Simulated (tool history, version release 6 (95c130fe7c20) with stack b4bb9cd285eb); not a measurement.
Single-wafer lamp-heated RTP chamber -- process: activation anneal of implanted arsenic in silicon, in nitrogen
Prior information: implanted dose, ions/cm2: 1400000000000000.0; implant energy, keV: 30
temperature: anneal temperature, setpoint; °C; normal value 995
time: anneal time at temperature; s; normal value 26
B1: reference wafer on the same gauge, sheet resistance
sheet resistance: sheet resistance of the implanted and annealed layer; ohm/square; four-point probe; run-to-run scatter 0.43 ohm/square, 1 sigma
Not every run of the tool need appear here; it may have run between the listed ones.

{"run": 1, "hour": 0.0, "temperature": 995, "time": 34, "B1": 118.66, "sheet resistance": 102.32}
{"run": 2, "hour": 181.3, "temperature": 995, "time": 34, "B1": 118.99, "sheet resistance": 99.89}
{"run": 3, "hour": 225.3, "temperature": 995, "time": 38, "B1": 119.14, "sheet resistance": 99.92}
{"run": 4, "hour": 250.6, "temperature": 995, "time": 38, "B1": 118.86, "sheet resistance": 99.22}
{"run": 5, "hour": 281.6, "temperature": 995, "time": 26, "B1": 118.93, "sheet resistance": 101.84}
{"run": 6, "hour": 330.1, "temperature": 995, "time": 26, "B1": 118.88, "sheet resistance": 102.0}
{"run": 7, "hour": 426.7, "temperature": 995, "time": 26, "B1": 119.11, "sheet resistance": 102.35}
{"run": 8, "hour": 471.4, "temperature": 995, "time": 26, "B1": 119.09, "sheet resistance": 101.73}
{"run": 9, "hour": 497.3, "temperature": 995, "time": 21, "B1": 119.01, "sheet resistance": 103.09}
{"hour": 547.7, "done": "pyrometer window cleaned and pyrometer calibrated"}
{"run": 10, "hour": 548.2, "temperature": 995, "time": 21, "B1": 118.85, "sheet resistance": 105.52}
{"run": 11, "hour": 572.2, "temperature": 978, "time": 30, "B1": 119.0, "sheet resistance": 106.9}
{"run": 12, "hour": 608.3, "temperature": 978, "time": 30, "B1": 118.83, "sheet resistance": 106.3}
{"hour": 661.9, "done": "gauge calibrated"}
{"run": 13, "hour": 667.2, "temperature": 995, "time": 26, "B1": 118.99, "sheet resistance": 103.47}
{"run": 14, "hour": 704.6, "temperature": 995, "time": 26, "B1": 119.21, "sheet resistance": 102.56}
{"run": 15, "hour": 758.6, "temperature": 995, "time": 26, "B1": 119.02, "sheet resistance": 102.22}
{"run": 16, "hour": 814.8, "temperature": 995, "time": 26, "B1": 119.08, "sheet resistance": 103.07}
{"run": 17, "hour": 849.0, "temperature": 995, "time": 26, "B1": 118.8, "sheet resistance": 102.12}
{"run": 18, "hour": 919.1, "temperature": 995, "time": 26, "B1": 118.68, "sheet resistance": 103.03}
{"hour": 949.1, "done": "reflector plate cleaned"}
{"run": 19, "hour": 949.6, "temperature": 1014, "time": 11, "B1": 118.92, "sheet resistance": 105.41}
{"run": 20, "hour": 988.8, "temperature": 975, "time": 16, "B1": 118.88, "sheet resistance": 108.89}
{"hour": 1019.2, "done": "pyrometer window cleaned and pyrometer calibrated"}
{"run": 21, "hour": 1019.7, "temperature": 973, "time": 32, "B1": 118.9, "sheet resistance": 107.25}
{"run": 22, "hour": 1046.9, "temperature": 969, "time": 26, "B1": 119.1, "sheet resistance": 110.5}
{"run": 23, "hour": 1079.9, "temperature": 1010, "time": 38, "B1": 118.81, "sheet resistance": 97.58}
{"run": 24, "hour": 1113.7, "temperature": 1009, "time": 31, "B1": 119.1, "sheet resistance": 99.56}
{"run": 25, "hour": 1169.9, "temperature": 966, "time": 35, "B1": 119.22, "sheet resistance": 106.54}
{"run": 26, "hour": 1230.8, "temperature": 969, "time": 11, "B1": 119.07, "sheet resistance": 114.57}
{"run": 27, "hour": 1410.4, "temperature": 1007, "time": 33, "B1": 119.21, "sheet resistance": 97.49}
{"run": 28, "hour": 1482.3, "temperature": 995, "time": 37, "B1": 119.3, "sheet resistance": 99.08}
{"hour": 1503.6, "done": "pyrometer window cleaned and pyrometer calibrated"}
{"run": 29, "hour": 1508.5, "temperature": 995, "time": 26, "B1": 118.85, "sheet resistance": 103.21}
{"run": 30, "hour": 1544.1, "temperature": 995, "time": 26, "B1": 119.25, "sheet resistance": 103.55}
{"run": 31, "hour": 1614.6, "temperature": 978, "time": 30, "B1": 119.03, "sheet resistance": 105.44}
{"run": 32, "hour": 1730.4, "temperature": 1004, "time": 37, "B1": 118.98, "sheet resistance": 97.45}
{"run": 33, "hour": 1789.4, "temperature": 995, "time": 26, "B1": 118.75, "sheet resistance": 102.71}
{"run": 34, "hour": 1837.8, "temperature": 1018, "time": 20, "B1": 119.06, "sheet resistance": 100.14}
{"run": 35, "hour": 1888.0, "temperature": 995, "time": 26, "B1": 118.94, "sheet resistance": 101.94}
{"run": 36, "hour": 1964.6, "temperature": 1008, "time": 14, "B1": 119.11, "sheet resistance": 103.62}
{"run": 37, "hour": 2013.0, "temperature": 969, "time": 11, "B1": 118.86, "sheet resistance": 113.74}

Predict each of these 4 candidate next runs independently; none follows another, all start after run 37:
{"run": "A", "hour": 2013.4, "temperature": 995, "time": 26, "B1": "?", "sheet resistance": "?"}
{"run": "B", "hour": 2013.4, "temperature": 972, "time": 26, "B1": "?", "sheet resistance": "?"}
{"run": "C", "hour": 2013.4, "temperature": 1015, "time": 17, "B1": "?", "sheet resistance": "?"}
{"run": "D", "hour": 2013.4, "temperature": 1023, "time": 26, "B1": "?", "sheet resistance": "?"}

run=A B1=119.23 sheet_resistance=101.76
run=B B1=119.23 sheet_resistance=106.42
run=C B1=119.23 sheet_resistance=101.16
run=D B1=119.23 sheet_resistance=96.35
Stripped of hidden state, with their random variation kept, the same runs would have yielded:
run=A sheet_resistance=104.29
run=B sheet_resistance=109.63
run=C sheet_resistance=103.42
run=D sheet_resistance=98.92
